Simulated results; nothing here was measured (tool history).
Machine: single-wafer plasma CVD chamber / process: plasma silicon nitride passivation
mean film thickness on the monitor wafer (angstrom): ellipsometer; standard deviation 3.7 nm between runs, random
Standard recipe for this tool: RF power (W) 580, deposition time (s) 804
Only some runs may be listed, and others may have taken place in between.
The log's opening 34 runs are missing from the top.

| run | day | RF power (W) | deposition time (s) | wafers since the last listed run | hours since the last RF generator calibration | hours since the showerhead was replaced | hours since the gauge calibration | read-back reference wafer on the same gauge, thickness_nm | mean film thickness on the monitor wafer (angstrom) |
|---|---|---|---|---|---|---|---|---|---|
| 35 | 34.938 | 490 | 717 | 98 | 143.9 | 270.3 | 534.6 | 1159.364 | 10625.52 |
| 36 | 36.258 | 665 | 704 | 89 | 175.6 | 302.0 | 566.3 | 1161.223 | 11404.26 |
| 37 | 37.633 | 680 | 675 | 93 | 208.6 | 335.0 | 599.3 | 1159.635 | 10933.16 |
| 38 | 38.571 | 580 | 804 | 63 | 231.1 | 357.5 | 621.8 | 1161.546 | 12506.83 |
| 39 | 39.525 | 580 | 804 | 64 | 254.0 | 380.4 | 644.7 | 1159.005 | 12499.54 |
|  | 42.492 | RF generator calibrated, repeated, since the last time left the tool worse |
| 40 | 42.962 | 580 | 804 | 211 | 11.3 | 462.9 | 727.2 | 1161.377 | 12871.13 |
| 41 | 43.792 | 645 | 892 | 56 | 31.2 | 482.8 | 747.1 | 1159.490 | 14659.60 |
| 42 | 46.588 | 620 | 956 | 190 | 98.3 | 549.9 | 814.2 | 1159.909 | 15637.82 |
| 43 | 47.633 | 580 | 860 | 71 | 123.4 | 575.0 | 839.3 | 1161.440 | 13711.69 |
| 44 | 48.325 | 580 | 804 | 47 | 140.0 | 591.6 | 855.9 | 1159.644 | 12865.77 |

Here are 3 independent what-if runs from the current tool condition. What would each one return?
| A | 48.350 | 580 | 711 | 1 | 140.6 | 592.2 | 856.5 | ? | ? |
| B | 48.350 | 530 | 668 | 1 | 140.6 | 592.2 | 856.5 | ? | ? |
| C | 48.350 | 670 | 677 | 1 | 140.6 | 592.2 | 856.5 | ? | ? |

| run | read-back reference wafer on the same gauge, thickness_nm | mean film thickness on the monitor wafer (angstrom) |
|---|---|---|
| A | 1160.474 | 11378.16 |
| B | 1160.474 | 10420.19 |
| C | 1160.474 | 11289.24 |
Without the tool's hidden state the same runs would have given:
| run | mean film thickness on the monitor wafer (angstrom) |
|---|---|
| A | 11389.94 |
| B | 10430.98 |
| C | 11300.93 |
